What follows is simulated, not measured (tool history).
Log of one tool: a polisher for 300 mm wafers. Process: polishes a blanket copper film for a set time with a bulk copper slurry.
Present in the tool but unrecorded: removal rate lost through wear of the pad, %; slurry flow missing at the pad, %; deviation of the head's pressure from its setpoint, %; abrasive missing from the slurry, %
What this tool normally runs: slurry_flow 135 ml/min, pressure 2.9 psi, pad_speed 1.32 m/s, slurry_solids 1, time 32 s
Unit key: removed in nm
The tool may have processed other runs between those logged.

run,hour,slurry_flow,pressure,pad_speed,slurry_solids,time,wafers since the last listed run,wafers polished on this pad,hours since the slurry nozzle was cleaned,hours since the head pressure was calibrated,hours since the slurry blender was calibrated,"incoming thickness of the incoming film, nm",removed
1,0,135,2.9,1.32,1,32,0,659,200.1,481.3,273.6,3018.5,374.4
2,43.1,135,2.9,1.32,1,32,627,1287,243.2,524.4,316.7,2976,369.8
3,97.9,135,2.9,1.32,1,32,797,2085,298,579.2,371.5,3056.4,371.2
# hour 115: slurry blender recalibrated
# hour 129.6: worn pad replaced by a new one
4,135.4,135,2.9,1.32,1,35,458,84,335.5,616.7,20.4,2995.1,410.7
5,194.5,135,2.9,1.32,1,35,860,945,394.6,675.8,79.5,3022.4,399.7
6,233.7,135,2.9,1.32,1,35,570,1516,433.8,715,118.7,3045.2,399.3
7,260.9,135,2.9,1.18,1,32,395,1912,461,742.2,145.9,3013.9,331.2
8,302.7,135,2.9,1.18,1,32,608,2520,502.8,784,187.7,2985.1,325.7
# hour 318.9: worn pad replaced by a new one
9,349.9,135,2.9,1.18,1,32,628,451,550,831.2,234.9,3018.5,328.9
# hour 392.5: slurry nozzle cleaned
10,415.6,135,2.4,1.78,0.9,24,941,1393,23.1,896.9,300.6,2969,300.7
11,447.8,135,2.9,1.74,0.75,32,468,1862,55.3,929.1,332.8,2993.3,453.3
# hour 497.8: worn pad replaced by a new one
12,511.9,135,2.9,1.18,1,32,874,205,119.4,993.2,396.9,3010.2,336.4
# hour 526.8: slurry blender recalibrated
13,575.8,165,3.2,0.94,1,24,901,1107,183.3,1057.1,49,3035.7,237.7
14,603.7,165,3.2,0.94,1,24,406,1513,211.2,1085,76.9,2964.3,237.1
# hour 613: head pressure recalibrated
15,638.7,160,2.2,1.32,1.25,32,480,1993,246.2,25.7,111.9,2946.8,314
# hour 691.7: worn pad replaced by a new one
16,702.5,135,2.9,1.32,1.3,37,870,157,310,89.5,175.7,3005.2,454.2
17,766.6,135,2.9,1.74,0.75,32,933,1090,374.1,153.6,239.8,2951,433.7
18,828.3,135,2.9,1.32,1,32,898,1988,435.8,215.3,301.5,3004.3,367.3
# hour 861.1: worn pad replaced by a new one
19,891.2,135,2.1,1.32,1,32,857,438,498.7,278.2,364.4,2997.7,255.6

Below, each run's measurement less what the same run would have read without the hidden state. Both values contain the same run-to-run variation, but the gauge's scatter may not be the same in both:
run,removed
1,-7.2
2,-8.7
3,-10.8
4,-13.8
5,-16.1
6,-18
7,-16.1
8,-17.6
9,-19.9
10,-4.1
11,-7.6
12,-7.8
13,-5.8
14,-6.5
15,-9.8
16,-20.2
17,-22.8
18,-22.5
19,-18
